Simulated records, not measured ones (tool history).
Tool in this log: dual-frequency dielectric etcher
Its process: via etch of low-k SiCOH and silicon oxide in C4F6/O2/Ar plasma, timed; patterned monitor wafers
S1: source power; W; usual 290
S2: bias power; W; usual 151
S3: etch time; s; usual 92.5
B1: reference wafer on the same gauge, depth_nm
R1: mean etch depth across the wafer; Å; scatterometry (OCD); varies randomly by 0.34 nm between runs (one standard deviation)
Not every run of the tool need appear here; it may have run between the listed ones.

{"run": 1, "hour": 0.0, "S1": 290, "S2": 151, "S3": 92.5, "B1": 219.1, "R1": 2135}
{"hour": 25.7, "done": "wet clean of the chamber"}
{"run": 2, "hour": 27.9, "S1": 290, "S2": 151, "S3": 92.5, "B1": 219.0, "R1": 2139}
{"run": 3, "hour": 88.1, "S1": 290, "S2": 151, "S3": 92.5, "B1": 219.1, "R1": 2135}
{"run": 4, "hour": 143.3, "S1": 290, "S2": 151, "S3": 92.5, "B1": 218.9, "R1": 2135}
{"run": 5, "hour": 177.0, "S1": 290, "S2": 151, "S3": 92.5, "B1": 219.0, "R1": 2138}
{"run": 6, "hour": 201.4, "S1": 260, "S2": 151, "S3": 102.0, "B1": 219.0, "R1": 2245}
{"run": 7, "hour": 241.1, "S1": 260, "S2": 151, "S3": 102.0, "B1": 219.0, "R1": 2246}
{"run": 8, "hour": 299.5, "S1": 260, "S2": 151, "S3": 102.0, "B1": 219.1, "R1": 2248}
{"run": 9, "hour": 352.2, "S1": 290, "S2": 160, "S3": 92.5, "B1": 219.0, "R1": 2188}
{"run": 10, "hour": 415.0, "S1": 290, "S2": 160, "S3": 92.5, "B1": 219.0, "R1": 2192}
{"run": 11, "hour": 481.7, "S1": 290, "S2": 160, "S3": 92.5, "B1": 219.0, "R1": 2191}
{"hour": 508.5, "done": "wet clean of the chamber"}
{"run": 12, "hour": 550.1, "S1": 290, "S2": 151, "S3": 92.5, "B1": 218.9, "R1": 2133}
{"run": 13, "hour": 585.7, "S1": 290, "S2": 151, "S3": 92.5, "B1": 219.0, "R1": 2136}
{"run": 14, "hour": 643.0, "S1": 290, "S2": 176, "S3": 92.5, "B1": 219.0, "R1": 2300}
{"run": 15, "hour": 705.7, "S1": 290, "S2": 187, "S3": 92.5, "B1": 219.0, "R1": 2354}
{"run": 16, "hour": 747.9, "S1": 320, "S2": 151, "S3": 108.5, "B1": 218.9, "R1": 2605}
{"run": 17, "hour": 801.8, "S1": 260, "S2": 151, "S3": 101.0, "B1": 219.0, "R1": 2222}
{"run": 18, "hour": 833.2, "S1": 270, "S2": 140, "S3": 105.5, "B1": 219.2, "R1": 2280}
{"hour": 842.2, "done": "gauge calibrated"}
{"hour": 852.3, "done": "source power generator calibrated"}
{"hour": 866.8, "done": "upper electrode replaced"}
{"run": 19, "hour": 868.3, "S1": 290, "S2": 151, "S3": 92.5, "B1": 219.1, "R1": 2085}
{"run": 20, "hour": 919.9, "S1": 330, "S2": 141, "S3": 71.5, "B1": 219.0, "R1": 1642}
{"hour": 946.9, "done": "wet clean of the chamber"}
{"run": 21, "hour": 990.9, "S1": 310, "S2": 151, "S3": 92.5, "B1": 219.0, "R1": 2144}
{"run": 22, "hour": 1028.4, "S1": 230, "S2": 174, "S3": 78.0, "B1": 219.0, "R1": 1714}
{"hour": 1036.1, "done": "bias power generator calibrated"}
{"run": 23, "hour": 1082.4, "S1": 320, "S2": 151, "S3": 92.5, "B1": 218.8, "R1": 2247}
{"run": 24, "hour": 1125.8, "S1": 330, "S2": 141, "S3": 71.5, "B1": 219.0, "R1": 1698}
{"run": 25, "hour": 1162.8, "S1": 290, "S2": 151, "S3": 92.5, "B1": 218.9, "R1": 2164}
{"run": 26, "hour": 1223.1, "S1": 360, "S2": 151, "S3": 77.0, "B1": 218.9, "R1": 1959}
{"run": 27, "hour": 1260.8, "S1": 230, "S2": 151, "S3": 104.0, "B1": 219.2, "R1": 2207}
{"run": 28, "hour": 1302.5, "S1": 320, "S2": 151, "S3": 109.5, "B1": 219.0, "R1": 2652}
{"run": 29, "hour": 1345.4, "S1": 290, "S2": 151, "S3": 92.5, "B1": 218.9, "R1": 2156}

Consider 4 possible next runs. They are alternatives, not a sequence: every one starts from the tool as it was left by run 29. What does each give?
{"run": "A", "hour": 1345.8, "S1": 290, "S2": 163, "S3": 92.5, "B1": "?", "R1": "?"}
{"run": "B", "hour": 1345.8, "S1": 270, "S2": 174, "S3": 71.0, "B1": "?", "R1": "?"}
{"run": "C", "hour": 1345.8, "S1": 240, "S2": 169, "S3": 92.5, "B1": "?", "R1": "?"}
{"run": "D", "hour": 1345.8, "S1": 350, "S2": 186, "S3": 107.0, "B1": "?", "R1": "?"}

run=A B1=219.1 R1=2237
run=B B1=219.1 R1=1722
run=C B1=219.1 R1=2109
run=D B1=219.1 R1=2974
What these runs would have given with no unlogged condition in the tool:
run=A R1=2229
run=B R1=1716
run=C R1=2101
run=D R1=2964

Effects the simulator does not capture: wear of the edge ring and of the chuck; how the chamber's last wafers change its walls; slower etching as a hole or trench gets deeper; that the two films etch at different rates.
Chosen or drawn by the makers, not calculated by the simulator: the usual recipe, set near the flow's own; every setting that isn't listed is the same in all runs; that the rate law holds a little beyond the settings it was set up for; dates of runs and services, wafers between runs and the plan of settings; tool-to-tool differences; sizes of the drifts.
